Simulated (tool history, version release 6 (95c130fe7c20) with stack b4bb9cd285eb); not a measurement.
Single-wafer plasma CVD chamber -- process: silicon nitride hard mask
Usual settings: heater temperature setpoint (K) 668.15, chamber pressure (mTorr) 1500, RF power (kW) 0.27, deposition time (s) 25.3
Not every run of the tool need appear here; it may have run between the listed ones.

run    hour  heater temperature setpoint (K)  chamber pressure (mTorr)  RF power (kW)  deposition time (s)  wafers since the last listed run  hours since the last thermocouple change  hours since the last RF generator calibration  hours since the last manometer calibration  hours since the showerhead was replaced  hours since the gauge calibration  read-back reference wafer on the same gauge, thickness_nm  mean film thickness on the monitor wafer (nm)
  1       0                           668.15                      1500           0.27                 22.9                                 0                                    1718.6                                         2058.1                                      1117.2                                   1916.1                                635                                                       30.9                                         25.675
  2    46.8                           668.15                      1500           0.27                 25.3                              1256                                    1765.4                                         2104.9                                        1164                                   1962.9                              681.8                                                     30.938                                         28.409
  3    80.6                           668.15                      1500           0.27                 25.3                               907                                    1799.2                                         2138.7                                      1197.8                                   1996.7                              715.6                                                     30.866                                         28.351
  4   121.9                           668.15                      1500           0.27                 25.3                              1109                                    1840.5                                           2180                                      1239.1                                     2038                              756.9                                                     30.922                                         28.325
  5   172.1                           668.15                      1500           0.27                 25.3                              1348                                    1890.7                                         2230.2                                      1289.3                                   2088.2                              807.1                                                     30.925                                         28.366
  6   200.2                           668.15                      1500           0.27                 25.3                               754                                    1918.8                                         2258.3                                      1317.4                                   2116.3                              835.2                                                     30.872                                         28.479
  7   362.9                           676.15                      1500           0.27                 25.3                              4369                                    2081.5                                           2421                                      1480.1                                     2279                              997.9                                                      30.91                                         28.086
      397.4  -- RF generator calibrated
  8     421                           668.15                      1300           0.27                 25.3                              1345                                    2139.6                                           23.6                                      1538.2                                   2337.1                               1056                                                      30.92                                         28.501
  9     484                           661.15                      1640           0.22                 23.2                              1692                                    2202.6                                           86.6                                      1601.2                                   2400.1                               1119                                                     30.898                                         23.903
 10   512.5                           668.15                      1280          0.295                 26.8                               765                                    2231.1                                          115.1                                      1629.7                                   2428.6                             1147.5                                                     30.848                                         31.744
 11   573.2                           668.15                      1870           0.27                 25.3                              1630                                    2291.8                                          175.8                                      1690.4                                   2489.3                             1208.2                                                     30.939                                         30.513
 12   612.8                           654.15                      1610           0.27                 30.3                              1063                                    2331.4                                          215.4                                        1730                                   2528.9                             1247.8                                                      30.88                                         35.812
 13   663.7                           660.15                      1500           0.27                 29.7                              1367                                    2382.3                                          266.3                                      1780.9                                   2579.8                             1298.7                                                     30.885                                         34.238
 14   700.3                           675.15                      1500            0.3                 25.3                               982                                    2418.9                                          302.9                                      1817.5                                   2616.4                             1335.3                                                     30.882                                         31.042
 15   741.8                           668.15                      1500           0.27                 25.3                              1114                                    2460.4                                          344.4                                        1859                                   2657.9                             1376.8                                                     30.848                                         29.168
 16   788.6                           668.15                      1500           0.27                 25.3                              1256                                    2507.2                                          391.2                                      1905.8                                   2704.7                             1423.6                                                     30.887                                         29.082
      815.1  -- capacitance manometer re-zeroed and calibrated
 17     848                           668.15                      1300           0.27                 25.3                              1380                                    2566.6                                          450.6                                        32.9                                   2764.1                               1483                                                     30.869                                         27.988
 18   907.5                           668.15                      1200           0.27                 26.9                              1598                                    2626.1                                          510.1                                        92.4                                   2823.6                             1542.5                                                     30.871                                         29.219
     1013.5  -- gauge calibrated
       1017  -- thermocouple changed; heater temperature recalibrated
 19  1110.8                           675.15                      1500           0.27                 27.7                              5245                                      93.8                                          713.4                                       295.7                                   3026.9                               97.3                                                     30.903                                         31.354
     1119.9  -- showerhead replaced
 20  1145.6                           655.15                      1760           0.23                 20.9                               719                                     128.6                                          748.2                                       330.5                                     25.7                              132.1                                                     30.907                                         22.087
 21  1211.8                           663.15                      1350           0.23                 27.8                              1777                                     194.8                                          814.4                                       396.7                                     91.9                              198.3                                                     30.869                                         27.544
 22  1260.3                           653.15                      1740           0.27                 25.3                              1302                                     243.3                                          862.9                                       445.2                                    140.4                              246.8                                                     30.878                                         29.553
 23  1314.1                           668.15                      1500           0.32                 26.6                              1444                                     297.1                                          916.7                                         499                                    194.2                              300.6                                                     30.884                                         33.649
 24  1362.8                           668.15                      1500          0.285                 25.3                              1307                                     345.8                                          965.4                                       547.7                                    242.9                              349.3                                                     30.911                                         29.497
 25  1412.1                           661.15                      1500           0.27                 22.6                              1324                                     395.1                                         1014.7                                         597                                    292.2                              398.6                                                     30.924                                         25.673
 26    1447                           676.15                      1500          0.255                 29.1                               937                                       430                                         1049.6                                       631.9                                    327.1                              433.5                                                     30.878                                         31.414
 27  1474.3                           668.15                      1500           0.27                 25.3                               733                                     457.3                                         1076.9                                       659.2                                    354.4                              460.8                                                     30.947                                         28.409
 28  1544.2                           668.15                      1260           0.27                 25.3                              1877                                     527.2                                         1146.8                                       729.1                                    424.3                              530.7                                                     30.857                                         27.511

4 ways to go on from here, each from the tool as it stands after run 28. What would each give?
  A  1544.6                           668.15                      1500           0.27                 25.3                                10                                     527.6                                         1147.2                                       729.5                                    424.7                              531.1                                                          ?                                              ?
  B  1544.6                           668.15                      1370          0.325                 25.3                                10                                     527.6                                         1147.2                                       729.5                                    424.7                              531.1                                                          ?                                              ?
  C  1544.6                           673.15                      1500           0.27                 25.3                                10                                     527.6                                         1147.2                                       729.5                                    424.7                              531.1                                                          ?                                              ?
  D  1544.6                           677.15                      1500           0.27                 25.3                                10                                     527.6                                         1147.2                                       729.5                                    424.7                              531.1                                                          ?                                              ?

run  read-back reference wafer on the same gauge, thickness_nm  mean film thickness on the monitor wafer (nm)
  A                                                     30.852                                         28.403
  B                                                     30.852                                         31.523
  C                                                     30.852                                         28.335
  D                                                     30.852                                         28.278
Without the tool's hidden state the same runs would have given:
run  mean film thickness on the monitor wafer (nm)
  A                                         28.993
  B                                         32.115
  C                                         28.923
  D                                         28.865
